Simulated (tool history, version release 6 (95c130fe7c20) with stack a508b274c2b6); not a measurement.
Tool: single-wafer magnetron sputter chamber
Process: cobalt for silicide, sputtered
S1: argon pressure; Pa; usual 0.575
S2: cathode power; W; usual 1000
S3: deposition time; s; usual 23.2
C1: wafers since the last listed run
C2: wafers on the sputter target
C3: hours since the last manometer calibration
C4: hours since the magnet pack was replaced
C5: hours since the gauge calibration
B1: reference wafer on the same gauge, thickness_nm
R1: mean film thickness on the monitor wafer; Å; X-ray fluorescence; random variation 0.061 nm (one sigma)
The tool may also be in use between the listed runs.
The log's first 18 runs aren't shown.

run    hour     S1    S2    S3    C1     C2      C3      C4      C5      B1      R1
     1334.1  -- gauge calibrated
 19  1377.8  0.575  1000  23.2  1955   7789   417.7    58.5    43.7   9.988  105.45
 20  1415.6  0.726   900    20  1384   9173   455.5    96.3    81.5    9.98   79.11
 21  1512.6  0.423   800    25  3552  12726   552.5   193.3   178.5    9.98   93.76
 22  1603.4  0.678  1200  27.5  3325  16051   643.3   284.1   269.3   9.976  144.82
 23    1652  0.492   900  26.8  1779  17831   691.9   332.7   317.9   9.995  109.02
     1690.4  -- sputter target and shields replaced
 24  1729.6  0.705  1200  24.5  2549   1433   769.5   410.3   395.5   9.993  134.73
 25    1829  0.765   750  24.8  3640   5074   868.9   509.7   494.9  10.017   82.12
 26    1923  0.772  1000  20.9  3442   8516   962.9   603.7   588.9   9.992   90.72
 27  2023.2  0.638   900    26  3669  12186  1063.1   703.9   689.1  10.011  103.85
 28  2065.1  0.575  1000  23.2  1534  13721    1105   745.8     731   9.998  103.62
 29  2136.2  0.575  1000  23.2  2603  16325  1176.1   816.9   802.1  10.019   103.3
 30  2264.3  0.633  1000  23.2  4691  21016  1304.2     945   930.2  10.017  102.07
 31  2304.4  0.651   850  21.4  1468  22485  1344.3   985.1   970.3      10   79.38
     2327.8  -- sputter target and shields replaced
 32  2381.7  0.421  1150  27.1  2538   1974  1421.6  1062.4  1047.6  10.011  153.02
 33  2480.9  0.575  1000  20.2  3633   5607  1520.8  1161.6  1146.8   9.983   92.99
 34  2533.7  0.575   900  23.2  1933   7541  1573.6  1214.4  1199.6  10.004   95.06

Forecast each of these 5 alternatives for the next run:
  A  2534.1  0.575  1000  23.2  14  7555  1574  1214.8  1200   ?   ?
  B  2534.1  0.759  1200  26.8  14  7555  1574  1214.8  1200   ?   ?
  C  2534.1  0.477  1000  23.2  14  7555  1574  1214.8  1200   ?   ?
  D  2534.1  0.575  1000  20.5  14  7555  1574  1214.8  1200   ?   ?
  E  2534.1  0.407   900  19.9  14  7555  1574  1214.8  1200   ?   ?

run     B1      R1
  A  9.981  105.84
  B  9.981  140.71
  C  9.981  108.25
  D  9.981   93.52
  E  9.981   84.93
Without the tool's hidden state the same runs would have given:
run      R1
  A   111.5
  B  148.24
  C  114.04
  D   98.52
  E   89.47
